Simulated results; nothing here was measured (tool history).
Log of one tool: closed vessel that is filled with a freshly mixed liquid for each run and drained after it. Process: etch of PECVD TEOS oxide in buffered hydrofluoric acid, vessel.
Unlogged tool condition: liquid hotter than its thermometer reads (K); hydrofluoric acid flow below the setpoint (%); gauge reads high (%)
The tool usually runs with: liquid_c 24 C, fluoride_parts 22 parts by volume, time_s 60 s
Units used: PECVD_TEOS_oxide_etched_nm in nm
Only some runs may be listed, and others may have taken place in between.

run,day,liquid_c,fluoride_parts,time_s,wafers since the last listed run,hours since the thermometer was replaced,hours since the hydrofluoric acid flow meter was replaced,hours since the gauge calibration,"read-back film thickness of the PECVD TEOS oxide reference wafer, read on the same gauge (nm)",PECVD_TEOS_oxide_etched_nm
1,0,24,22,60,0,2030.5,245.3,198.2,90.62,77.93
2,2.375,24,22,40,6391,2087.5,302.3,255.2,90.75,51.7
3,3.504,24,22,40,3038,2114.6,329.4,282.3,90.74,51.94
4,5.796,22.5,22,40,6167,2169.6,384.4,337.3,90.91,48.13
5,8.396,24,22,60,6997,2232,446.8,399.7,91.07,78.42
6,10.717,24,22,60,6246,2287.7,502.5,455.4,91.23,77.87
7,13.588,24,16.5,60,7726,2356.6,571.4,524.3,91.51,101.66
8,16.338,24,16.5,60,7401,2422.6,637.4,590.3,91.8,101.62
9,17.462,24,24,60,3027,2449.6,664.4,617.3,91.9,74.26
10,20.254,24,24,60,7513,2516.6,731.4,684.3,92.23,74.44
11,21.512,24,22,60,3386,2546.8,761.6,714.5,92.4,78.96
12,24.088,24,22,60,6930,2608.6,823.4,776.3,92.7,79.42
13,25.229,24,22,60,3072,2636,850.8,803.7,92.91,79.78
14,27.908,22,22,60,7210,2700.3,915.1,868,93.31,71.8
15,30.825,24,24,60,7849,2770.3,985.1,938,93.74,75.5
16,33.692,22,17,50,7715,2839.1,1053.9,1006.8,94.24,75.79
17,35.475,22,22,60,4799,2881.9,1096.7,1049.6,94.62,72.83
# day 35.917: gauge calibrated
18,37.683,24,15,35,5943,2934.9,1149.7,42.4,90.04,63.32
# day 37.8: thermometer replaced
19,38.912,24,18,85,3195,26.7,1179.2,71.9,90.04,130.07
20,39.967,24,18.5,70,2837,52,1204.5,97.2,90.03,103.52
# day 40.512: hydrofluoric acid flow meter replaced
21,41.879,24,24.5,70,5034,97.9,32.8,143.1,90.05,83.63
22,44.108,27.5,24.5,85,5999,151.4,86.3,196.6,90.16,122.38
23,46.646,26,29.5,60,6829,212.3,147.2,257.5,90.24,70.46
24,47.796,27.5,27.5,40,3095,239.9,174.8,285.1,90.29,53.65
25,49.408,24,22,60,4339,278.6,213.5,323.8,90.4,77.66
26,51.962,26.5,24.5,90,6874,339.9,274.8,385.1,90.59,123.06
27,54.875,24,17.5,60,7838,409.8,344.7,455,90.77,95.3

What if the next run were any one of these 5? Each begins from the tool's condition after run 27:
A,54.904,24,22,60,78,410.5,345.4,455.7,?,?
B,54.904,24,25,60,78,410.5,345.4,455.7,?,?
C,54.904,26.5,19,30,78,410.5,345.4,455.7,?,?
D,54.904,27.5,15.5,80,78,410.5,345.4,455.7,?,?
E,54.904,22.5,25,75,78,410.5,345.4,455.7,?,?

run,"read-back film thickness of the PECVD TEOS oxide reference wafer, read on the same gauge (nm)",PECVD_TEOS_oxide_etched_nm
A,90.75,78.14
B,90.75,71.56
C,90.75,50.26
D,90.75,172.77
E,90.75,82.35
With the hidden condition removed and each run's random variation left untouched, the same runs would have given:
run,PECVD_TEOS_oxide_etched_nm
A,77.47
B,70.94
C,49.83
D,171.28
E,81.64
